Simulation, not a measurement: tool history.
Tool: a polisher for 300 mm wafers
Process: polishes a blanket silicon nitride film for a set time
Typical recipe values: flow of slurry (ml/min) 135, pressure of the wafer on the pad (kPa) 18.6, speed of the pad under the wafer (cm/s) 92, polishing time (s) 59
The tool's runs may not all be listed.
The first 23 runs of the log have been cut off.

run	hour	flow of slurry (ml/min)	pressure of the wafer on the pad (kPa)	speed of the pad under the wafer (cm/s)	polishing time (s)	wafers since the last listed run	wafers polished on this pad	hours since the slurry nozzle was cleaned	hours since the head pressure was calibrated	incoming thickness of the incoming film, nm	film removed (Å)
24	347.0	135	18.6	92	59	74	469	49.2	67.3	611.5	632
25	358.5	165	18.6	64	48	79	549	60.7	78.8	594.2	405
26	376.4	105	18.6	92	46	123	673	78.6	96.7	605.6	459
27	417.2	135	18.6	92	59	282	955	119.4	137.5	600.4	630
28	435.8	135	18.6	62	70	128	1084	138.0	156.1	593.6	549
29	447.5	105	17.2	72	40	80	1165	149.7	167.8	603.9	307
30	461.1	155	14.5	100	79	94	1259	163.3	181.4	599.1	732
# hour 468.3: worn pad replaced by a new one
31	514.0	135	18.6	92	59	338	316	216.2	234.3	597.9	618
32	521.5	150	18.6	112	53	51	368	223.7	241.8	608.4	668
33	533.4	180	13.1	68	59	82	450	235.6	253.7	608.7	375
34	545.4	135	18.6	92	59	83	533	247.6	265.7	604.1	620
35	559.5	125	18.6	92	67	97	631	261.7	279.8	601.8	699
# hour 567.1: head pressure recalibrated
36	569.6	135	18.6	92	41	56	687	271.8	2.5	600.9	432
37	575.9	115	18.6	78	46	43	730	278.1	8.8	605.2	408

What if the next run were any one of these 5? Each begins from the tool's condition after run 37:
A	576.3	135	18.6	92	59	2	733	278.5	9.2	605.4	?
B	576.3	150	18.6	92	66	2	733	278.5	9.2	605.4	?
C	576.3	135	18.6	100	59	2	733	278.5	9.2	605.4	?
D	576.3	135	23.4	78	41	2	733	278.5	9.2	605.4	?
E	576.3	95	16.5	104	59	2	733	278.5	9.2	605.4	?

run	film removed (Å)
A	625
B	715
C	668
D	473
E	560
Had the tool no hidden state, the same runs would have come out as:
run	film removed (Å)
A	636
B	727
C	680
D	482
E	575

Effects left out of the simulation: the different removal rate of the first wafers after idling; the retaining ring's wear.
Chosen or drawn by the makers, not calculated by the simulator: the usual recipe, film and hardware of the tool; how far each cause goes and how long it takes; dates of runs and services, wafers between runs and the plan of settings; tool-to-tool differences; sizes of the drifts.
